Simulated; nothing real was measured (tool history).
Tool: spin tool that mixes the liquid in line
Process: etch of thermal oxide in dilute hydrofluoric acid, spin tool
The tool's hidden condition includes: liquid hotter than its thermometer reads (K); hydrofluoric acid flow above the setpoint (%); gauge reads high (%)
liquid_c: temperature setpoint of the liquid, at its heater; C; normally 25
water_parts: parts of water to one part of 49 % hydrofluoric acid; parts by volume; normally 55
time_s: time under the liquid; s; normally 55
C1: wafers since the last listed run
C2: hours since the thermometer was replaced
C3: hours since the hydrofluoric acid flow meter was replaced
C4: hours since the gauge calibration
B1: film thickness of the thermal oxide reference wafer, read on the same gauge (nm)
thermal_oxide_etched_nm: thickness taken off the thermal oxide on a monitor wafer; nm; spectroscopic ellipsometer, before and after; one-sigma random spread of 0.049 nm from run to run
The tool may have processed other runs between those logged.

Run 1, day 0: usual settings but liquid_c 22.5 C; C1 0; C2 992.1; C3 301.8; C4 27.3; B1 130.03. Result: thermal_oxide_etched_nm 5.06 nm.
Run 2, day 1.571: usual settings but liquid_c 22.5 C; C1 557; C2 1029.8; C3 339.5; C4 65; B1 130.02. Result: thermal_oxide_etched_nm 4.96 nm.
Run 3, day 4.154: usual settings but time_s 45 s; C1 916; C2 1091.8; C3 401.5; C4 127; B1 130.01. Result: thermal_oxide_etched_nm 4.6 nm.
Run 4, day 6.912: usual settings but time_s 75 s; C1 978; C2 1158; C3 467.7; C4 193.2; B1 129.97. Result: thermal_oxide_etched_nm 7.58 nm.
Run 5, day 7.967: usual settings but time_s 75 s; C1 374; C2 1183.3; C3 493; C4 218.5; B1 129.99. Result: thermal_oxide_etched_nm 7.61 nm.
Run 6, day 10.817: usual settings but water_parts 50 parts by volume; C1 1011; C2 1251.7; C3 561.4; C4 286.9; B1 129.98. Result: thermal_oxide_etched_nm 6.16 nm.
Run 7, day 13.812: usual settings but water_parts 50 parts by volume; C1 1062; C2 1323.6; C3 633.3; C4 358.8; B1 130.03. Result: thermal_oxide_etched_nm 6.27 nm.
Run 8, day 15.846: usual settings but time_s 70 s; C1 721; C2 1372.4; C3 682.1; C4 407.6; B1 130.01. Result: thermal_oxide_etched_nm 7.11 nm.
Run 9, day 17.317: usual settings; C1 521; C2 1407.7; C3 717.4; C4 442.9; B1 129.98. Result: thermal_oxide_etched_nm 5.62 nm.
Run 10, day 24.858: usual settings; C1 2675; C2 1588.7; C3 898.4; C4 623.9; B1 130.03. Result: thermal_oxide_etched_nm 5.68 nm.
Run 11, day 27.708: usual settings; C1 1011; C2 1657.1; C3 966.8; C4 692.3; B1 129.96. Result: thermal_oxide_etched_nm 5.69 nm.
Run 12, day 29.012: usual settings; C1 462; C2 1688.4; C3 998.1; C4 723.6; B1 129.96. Result: thermal_oxide_etched_nm 5.79 nm.
At day 29.108: hydrofluoric acid flow meter replaced.
Run 13, day 31.088: usual settings but liquid_c 20 C, water_parts 35 parts by volume, time_s 35 s; C1 721; C2 1738.2; C3 47.5; C4 773.4; B1 130.01. Result: thermal_oxide_etched_nm 4.81 nm.
Run 14, day 33.133: usual settings but liquid_c 23 C, water_parts 85 parts by volume, time_s 30 s; C1 725; C2 1787.3; C3 96.6; C4 822.5; B1 129.96. Result: thermal_oxide_etched_nm 1.77 nm.
Run 15, day 35.721: usual settings but liquid_c 23 C, water_parts 25 parts by volume, time_s 45 s; C1 918; C2 1849.4; C3 158.7; C4 884.6; B1 130.04. Result: thermal_oxide_etched_nm 9.83 nm.
Run 16, day 36.788: usual settings but water_parts 35 parts by volume; C1 378; C2 1875; C3 184.3; C4 910.2; B1 129.97. Result: thermal_oxide_etched_nm 9.38 nm.
Run 17, day 38.738: usual settings but liquid_c 29 C, time_s 75 s; C1 691; C2 1921.8; C3 231.1; C4 957; B1 129.99. Result: thermal_oxide_etched_nm 9.18 nm.
At day 39.017: gauge calibrated.
Run 18, day 40.025: usual settings but water_parts 25 parts by volume; C1 456; C2 1952.7; C3 262; C4 24.2; B1 130.01. Result: thermal_oxide_etched_nm 13.26 nm.
Run 19, day 41.412: usual settings but liquid_c 29 C, water_parts 40 parts by volume, time_s 80 s; C1 492; C2 1986; C3 295.3; C4 57.5; B1 130.03. Result: thermal_oxide_etched_nm 14.12 nm.
At day 41.621: thermometer replaced.
Run 20, day 44.067: usual settings; C1 926; C2 58.7; C3 359; C4 121.2; B1 130.03. Result: thermal_oxide_etched_nm 5.28 nm.
Run 21, day 45.642: usual settings but water_parts 65 parts by volume; C1 558; C2 96.5; C3 396.8; C4 159; B1 129.97. Result: thermal_oxide_etched_nm 4.43 nm.
Run 22, day 47.696: usual settings but water_parts 70 parts by volume, time_s 35 s; C1 728; C2 145.8; C3 446.1; C4 208.3; B1 129.99. Result: thermal_oxide_etched_nm 2.6 nm.
Run 23, day 50.538: usual settings but liquid_c 22 C; C1 1008; C2 214; C3 514.3; C4 276.5; B1 130.02. Result: thermal_oxide_etched_nm 4.62 nm.
Run 24, day 52.854: usual settings but liquid_c 21.5 C, water_parts 85 parts by volume, time_s 90 s; C1 821; C2 269.6; C3 569.9; C4 332.1; B1 130.01. Result: thermal_oxide_etched_nm 4.72 nm.
Run 25, day 59.983: usual settings; C1 2529; C2 440.7; C3 741; C4 503.2; B1 129.97. Result: thermal_oxide_etched_nm 5.44 nm.

Branching from run 25: 3 alternative next runs. What would each branch give?
Run A, day 60: usual settings; C1 5; C2 441.1; C3 741.4; C4 503.6; B1 ?. Result: thermal_oxide_etched_nm ?.
Run B, day 60: usual settings but liquid_c 23.5 C, time_s 75 s; C1 5; C2 441.1; C3 741.4; C4 503.6; B1 ?. Result: thermal_oxide_etched_nm ?.
Run C, day 60: usual settings but liquid_c 29 C, water_parts 65 parts by volume, time_s 65 s; C1 5; C2 441.1; C3 741.4; C4 503.6; B1 ?. Result: thermal_oxide_etched_nm ?.

run      B1  thermal_oxide_etched_nm
  A  129.96                     5.38
  B  129.96                     6.91
  C  129.96                     6.22
Take away the tool's hidden state, keep each run's random variation, and the runs would have read:
run  thermal_oxide_etched_nm
  A                     5.26
  B                     6.74
  C                     6.08
